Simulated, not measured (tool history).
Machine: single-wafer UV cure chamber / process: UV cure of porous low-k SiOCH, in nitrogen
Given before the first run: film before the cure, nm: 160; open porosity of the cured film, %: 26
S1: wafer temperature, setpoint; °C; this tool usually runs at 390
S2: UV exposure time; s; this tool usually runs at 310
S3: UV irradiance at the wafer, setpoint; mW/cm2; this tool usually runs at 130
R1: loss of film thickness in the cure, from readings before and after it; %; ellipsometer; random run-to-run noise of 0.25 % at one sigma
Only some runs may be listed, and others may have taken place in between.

run	hour	S1	S2	S3	R1
1	0.0	385	310	130	17.568
2	22.4	385	310	130	17.894
3	55.9	385	310	130	17.394
4	82.4	377	310	130	17.075
5	110.5	390	310	157	18.293
6	134.3	390	310	157	18.554
# hour 200.5: UV bulbs replaced
7	213.9	390	310	157	18.327
8	249.4	390	390	143	19.261
# hour 270.8: quartz window cleaned
9	271.3	390	390	143	19.688
10	293.7	390	390	143	19.553
11	317.5	390	310	130	17.244
12	346.4	383	125	130	12.800
13	373.4	390	310	157	18.601
14	397.4	390	310	152	18.238
15	412.4	378	235	110	14.565
16	442.0	390	310	96	16.254
17	470.5	390	310	141	18.059
18	490.8	390	310	130	17.427
19	507.0	390	395	158	20.319
20	541.2	378	235	110	14.932
21	567.2	390	455	143	19.749
22	596.4	390	310	141	18.123

What the log doesn't show, run by run:
lamp output below its setpoint, %: 0 on each run
transmission lost against a clean window, %: 0 on each run
